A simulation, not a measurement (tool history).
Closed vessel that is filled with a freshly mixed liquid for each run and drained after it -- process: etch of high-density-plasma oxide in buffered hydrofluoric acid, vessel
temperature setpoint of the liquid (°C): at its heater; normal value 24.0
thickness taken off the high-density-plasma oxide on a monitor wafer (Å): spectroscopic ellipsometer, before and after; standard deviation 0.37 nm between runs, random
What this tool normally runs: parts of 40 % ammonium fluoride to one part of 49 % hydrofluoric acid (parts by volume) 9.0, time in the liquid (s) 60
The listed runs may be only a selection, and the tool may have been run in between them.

run	hour	temperature setpoint of the liquid (°C)	parts of 40 % ammonium fluoride to one part of 49 % hydrofluoric acid (parts by volume)	time in the liquid (s)	wafers since the last listed run	hours since the thermometer was replaced	hours since the hydrofluoric acid flow meter was replaced	hours since the gauge calibration	read-back film thickness of the high-density-plasma oxide reference wafer, read on the same gauge (nm)	thickness taken off the high-density-plasma oxide on a monitor wafer (Å)
1	0.0	24.0	9.0	60	0	2727.4	589.3	3909.9	149.98	844.6
2	233.6	24.0	9.0	60	32738	2961.0	822.9	4143.5	150.01	845.3
3	309.8	24.0	9.0	60	10679	3037.2	899.1	4219.7	149.99	845.2
# hour 391.6: thermometer replaced
# hour 399.6: hydrofluoric acid flow meter replaced
# hour 405.3: gauge calibrated
4	406.4	24.0	9.0	60	13257	14.8	6.8	1.1	150.00	809.6
5	488.6	24.0	11.0	35	11520	97.0	89.0	83.3	150.03	402.0
6	551.0	27.5	9.0	60	8745	159.4	151.4	145.7	150.03	983.9
7	635.4	24.0	9.0	45	11828	243.8	235.8	230.1	150.03	610.0
8	727.9	20.5	6.0	80	12963	336.3	328.3	322.6	150.01	1330.0
9	803.9	24.0	9.0	60	10651	412.3	404.3	398.6	150.00	811.3
10	846.8	24.0	9.0	60	6012	455.2	447.2	441.5	149.98	814.9
11	922.6	24.0	9.0	60	10623	531.0	523.0	517.3	149.99	812.3
12	979.2	24.0	9.0	30	7932	587.6	579.6	573.9	149.99	407.7
13	1073.2	22.5	11.0	60	13173	681.6	673.6	667.9	149.98	642.9
14	1177.8	26.0	12.0	45	14659	786.2	778.2	772.5	150.00	533.9
15	1234.4	24.0	7.5	60	7932	842.8	834.8	829.1	149.99	994.5
16	1270.8	26.0	11.0	35	5101	879.2	871.2	865.5	150.01	453.4
17	1351.5	20.0	6.5	60	11309	959.9	951.9	946.2	150.00	917.5
18	1453.9	24.0	9.0	60	14351	1062.3	1054.3	1048.6	149.97	824.1
# hour 1455.1: hydrofluoric acid flow meter replaced
19	1499.2	24.0	9.0	35	6208	1107.6	44.1	1093.9	149.98	480.7
20	1591.4	24.0	10.5	60	12921	1199.8	136.3	1186.1	150.00	736.5
21	1640.3	24.0	9.0	60	6853	1248.7	185.2	1235.0	149.99	821.6
22	1740.5	27.0	11.5	75	14042	1348.9	285.4	1335.2	150.01	985.9
23	1810.1	27.5	12.0	70	9754	1418.5	355.0	1404.8	150.03	909.5
24	1908.4	25.5	9.0	60	13776	1516.8	453.3	1503.1	149.98	895.6
25	1953.9	21.0	9.0	60	6376	1562.3	498.8	1548.6	149.98	700.2
26	2030.8	24.0	9.0	60	10777	1639.2	575.7	1625.5	149.96	818.8
27	2097.6	29.0	9.0	60	9361	1706.0	642.5	1692.3	149.99	1080.4
28	2162.7	27.0	10.5	45	9123	1771.1	707.6	1757.4	149.98	652.6
29	2228.4	24.0	9.0	60	9207	1836.8	773.3	1823.1	149.98	833.5
30	2314.8	24.0	9.0	75	12108	1923.2	859.7	1909.5	149.99	1033.8
# hour 2323.7: hydrofluoric acid flow meter replaced
31	2396.7	24.0	9.0	60	11337	2005.1	73.0	1991.4	149.99	842.8

What was the tool's hidden state at every run in the log?
hydrofluoric acid flow below the setpoint (%): 0, the same for each run
gauge reads high (%): 0, the same for each run
H1: liquid hotter than its thermometer reads (K)
run	H1
1	0.823
2	0.89
3	0.912
4	0.0361
5	0.0597
6	0.0776
7	0.102
8	0.128
9	0.15
10	0.163
11	0.184
12	0.201
13	0.227
14	0.258
15	0.274
16	0.284
17	0.307
18	0.337
19	0.35
20	0.376
21	0.39
22	0.419
23	0.439
24	0.467
25	0.48
26	0.502
27	0.521
28	0.54
29	0.559
30	0.584
31	0.607
